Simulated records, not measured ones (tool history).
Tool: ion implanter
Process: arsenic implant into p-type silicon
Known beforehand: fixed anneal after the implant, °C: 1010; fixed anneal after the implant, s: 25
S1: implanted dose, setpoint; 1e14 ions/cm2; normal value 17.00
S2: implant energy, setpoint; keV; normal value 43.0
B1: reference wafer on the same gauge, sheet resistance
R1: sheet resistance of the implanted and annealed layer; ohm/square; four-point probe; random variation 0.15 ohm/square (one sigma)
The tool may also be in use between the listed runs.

run,day,S1,S2,B1,R1
1,0.000,17.00,31.5,77.57,87.94
2,3.854,18.66,43.0,77.52,76.70
3,5.262,18.66,43.0,77.49,76.66
4,6.208,14.08,43.0,77.46,87.21
5,7.496,14.08,43.0,77.53,87.09
6,10.658,20.88,43.0,77.51,73.56
7,11.771,20.88,43.0,77.49,73.44
8,16.054,20.88,43.0,77.49,73.43
9,16.704,20.86,43.0,77.51,73.48
# day 16.900: gauge calibrated
10,17.608,17.00,43.0,77.51,79.54
11,18.683,17.00,43.0,77.52,79.61
12,19.958,17.00,43.0,77.50,79.35
# day 20.512: extraction supply calibrated
13,21.229,17.00,43.0,77.49,79.48
14,22.654,17.00,43.0,77.51,79.48
15,24.142,20.84,31.5,77.50,83.01
16,25.638,19.66,31.5,77.50,84.07
17,26.758,20.84,31.5,77.52,83.21
18,28.129,17.00,43.0,77.56,79.45
19,29.258,17.00,43.0,77.45,79.83
20,30.621,19.23,53.0,77.53,70.13
# day 31.112: Faraday cup replaced and dose calibrated
21,31.712,18.79,43.0,77.47,77.50
22,32.692,21.72,43.0,77.54,73.64
23,33.654,17.00,43.0,77.47,81.06
24,35.100,19.77,38.0,77.49,79.76
25,36.104,20.73,30.0,77.47,85.39
26,36.775,17.00,43.0,77.48,81.08
27,38.096,12.48,29.0,77.46,104.19
28,39.400,11.95,51.0,77.51,94.06
29,40.804,17.00,43.0,77.45,80.77

Predict each of these 4 candidate next runs independently; none follows another, all start after run 29:
A,40.821,17.00,39.0,?,?
B,40.821,13.98,36.0,?,?
C,40.821,20.09,55.5,?,?
D,40.821,21.64,43.0,?,?

run,B1,R1
A,77.49,83.40
B,77.49,93.13
C,77.49,68.82
D,77.49,73.55
Without the tool's hidden state the same runs would have given:
run,R1
A,83.79
B,93.64
C,69.18
D,73.84

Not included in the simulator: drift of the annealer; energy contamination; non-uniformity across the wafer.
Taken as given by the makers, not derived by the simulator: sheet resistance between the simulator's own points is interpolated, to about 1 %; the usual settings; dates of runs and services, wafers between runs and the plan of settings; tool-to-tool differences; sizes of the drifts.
